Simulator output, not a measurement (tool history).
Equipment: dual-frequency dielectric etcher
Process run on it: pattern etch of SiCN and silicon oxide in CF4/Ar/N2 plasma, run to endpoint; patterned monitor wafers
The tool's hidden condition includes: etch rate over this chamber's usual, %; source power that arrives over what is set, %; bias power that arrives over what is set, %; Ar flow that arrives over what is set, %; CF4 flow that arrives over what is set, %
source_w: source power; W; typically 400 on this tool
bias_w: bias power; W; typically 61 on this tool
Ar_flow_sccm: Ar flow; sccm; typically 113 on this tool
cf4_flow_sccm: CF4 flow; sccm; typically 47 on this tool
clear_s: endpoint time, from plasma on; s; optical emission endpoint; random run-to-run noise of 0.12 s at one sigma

run   hour  source_w  bias_w  Ar_flow_sccm  cf4_flow_sccm  wafers since the last listed run  hours since the last wet clean  hours since the last source power generator calibration  hours since the last bias power generator calibration  hours since the last Ar flow controller change  hours since the last CF4 flow controller change  hours since the last upper electrode change  incoming incoming film thickness, nm  clear_s
  1      0       400      61           113             47                                 0                           210.1                                                   3920.7                                                 3765.5                                          2979.1                                           1995.4                                         5197                                 17.34     28.7
  2   15.8       400      61           113             47                               176                           225.9                                                   3936.5                                                 3781.3                                          2994.9                                           2011.2                                       5212.8                                 17.36     28.9
  3     50       330      61           113             47                               382                           260.1                                                   3970.7                                                 3815.5                                          3029.1                                           2045.4                                         5247                                 17.36       33
  4   69.7       330      61           113             47                               220                           279.8                                                   3990.4                                                 3835.2                                          3048.8                                           2065.1                                       5266.7                                 17.27     32.9
  5   90.1       470      61           113             47                               228                           300.2                                                   4010.8                                                 3855.6                                          3069.2                                           2085.5                                       5287.1                                 17.32     25.7
  6  125.6       440      61           113             47                               396                           335.7                                                   4046.3                                                 3891.1                                          3104.7                                             2121                                       5322.6                                 17.34     26.9
     153.7  -- Ar flow controller replaced
  7  157.1       400      61           113             47                               285                           367.2                                                   4077.8                                                 3922.6                                             3.4                                           2152.5                                       5354.1                                 17.41     29.2
  8  187.8       400      61           113             47                               343                           397.9                                                   4108.5                                                 3953.3                                            34.1                                           2183.2                                       5384.8                                 17.56     29.4
     214.6  -- upper electrode replaced
  9  217.3       400      70           113             47                                61                           427.4                                                     4138                                                 3982.8                                            63.6                                           2212.7                                          2.7                                 17.23     27.7
     242.1  -- CF4 flow controller replaced
     247.7  -- wet clean of the chamber
     254.3  -- bias power generator calibrated
 10  254.8       400      61           113             47                               245                             7.1                                                   4175.5                                                    0.5                                           101.1                                             12.7                                         40.2                                 17.29     28.4
 11    278       440      47           113             39                               259                            30.3                                                   4198.7                                                   23.7                                           124.3                                             35.9                                         63.4                                  17.3     29.9
     362.8  -- source power generator calibrated
 12  363.3       440      47           113             39                               909                           115.6                                                      0.5                                                    109                                           209.6                                            121.2                                        148.7                                 17.38     30.1
 13  383.5       430      61           113             47                               225                           135.8                                                     20.7                                                  129.2                                           229.8                                            141.4                                        168.9                                 17.48     27.4
 14  417.4       400      70           113             47                               379                           169.7                                                     54.6                                                  163.1                                           263.7                                            175.3                                        202.8                                 17.45     27.4
 15  452.3       370      61           139             47                               390                           204.6                                                     89.5                                                    198                                           298.6                                            210.2                                        237.7                                  17.2     30.8
 16  480.8       400      61           132             47                               318                           233.1                                                      118                                                  226.5                                           327.1                                            238.7                                        266.2                                 17.56     29.7

Give the tool's hidden conditions for every run:
source power that arrives over what is set, %: 0 on each run
bias power that arrives over what is set, %: 0 on each run
Ar flow that arrives over what is set, %: 0 on each run
CF4 flow that arrives over what is set, %: 0 on each run
H1: etch rate over this chamber's usual, %
run       H1
  1    -1.21
  2    -1.28
  3    -1.44
  4    -1.53
  5    -1.62
  6    -1.78
  7    -1.92
  8    -2.06
  9    -2.19
 10   0.0802
 11  -0.0246
 12    -0.41
 13   -0.501
 14   -0.654
 15   -0.812
 16   -0.941
